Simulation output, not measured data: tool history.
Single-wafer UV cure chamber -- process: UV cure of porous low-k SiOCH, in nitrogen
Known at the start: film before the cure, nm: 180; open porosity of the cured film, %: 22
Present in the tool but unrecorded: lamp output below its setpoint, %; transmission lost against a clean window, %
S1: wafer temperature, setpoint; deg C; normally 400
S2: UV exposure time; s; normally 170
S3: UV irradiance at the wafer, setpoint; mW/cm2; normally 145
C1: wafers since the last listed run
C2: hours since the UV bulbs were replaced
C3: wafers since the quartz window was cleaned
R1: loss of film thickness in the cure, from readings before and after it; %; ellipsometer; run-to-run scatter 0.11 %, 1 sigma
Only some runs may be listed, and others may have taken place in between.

run 1 hour=0 | S1=394 S2=170 S3=172 | C1=0 C2=2292 C3=4710 | R1=15.003
run 2 hour=8 | S1=400 S2=170 S3=145 | C1=35 C2=2300 C3=4746 | R1=14.236
run 3 hour=14.1 | S1=400 S2=170 S3=145 | C1=27 C2=2306.1 C3=4773 | R1=14.433
run 4 hour=20.1 | S1=400 S2=170 S3=145 | C1=26 C2=2312.1 C3=4800 | R1=14.271
run 5 hour=33.3 | S1=400 S2=170 S3=145 | C1=59 C2=2325.3 C3=4859 | R1=14.153
run 6 hour=51.1 | S1=400 S2=170 S3=145 | C1=80 C2=2343.1 C3=4939 | R1=14.185
-- hour=61 quartz window cleaned
-- hour=67.3 UV bulbs replaced
run 7 hour=68.6 | S1=400 S2=170 S3=145 | C1=14 C2=1.3 C3=5 | R1=14.275
run 8 hour=77 | S1=386 S2=265 S3=182 | C1=37 C2=9.7 C3=43 | R1=17.416
run 9 hour=89.5 | S1=413 S2=170 S3=122 | C1=56 C2=22.2 C3=99 | R1=13.801
run 10 hour=96 | S1=400 S2=170 S3=145 | C1=29 C2=28.7 C3=128 | R1=14.332
run 11 hour=103.3 | S1=415 S2=95 S3=113 | C1=32 C2=36 C3=161 | R1=10.367
run 12 hour=111 | S1=394 S2=100 S3=145 | C1=34 C2=43.7 C3=196 | R1=11.514
run 13 hour=128.2 | S1=400 S2=170 S3=145 | C1=77 C2=60.9 C3=273 | R1=14.351
run 14 hour=139.9 | S1=391 S2=210 S3=184 | C1=52 C2=72.6 C3=326 | R1=16.531

How the hidden state differs across the entries between the runs, from the last listed run before each to the first after it:
Run 6 -> run 7: quartz window cleaned (hour 61); UV bulbs replaced (hour 67.3)
  nothing in the hidden state changes from one run to the other
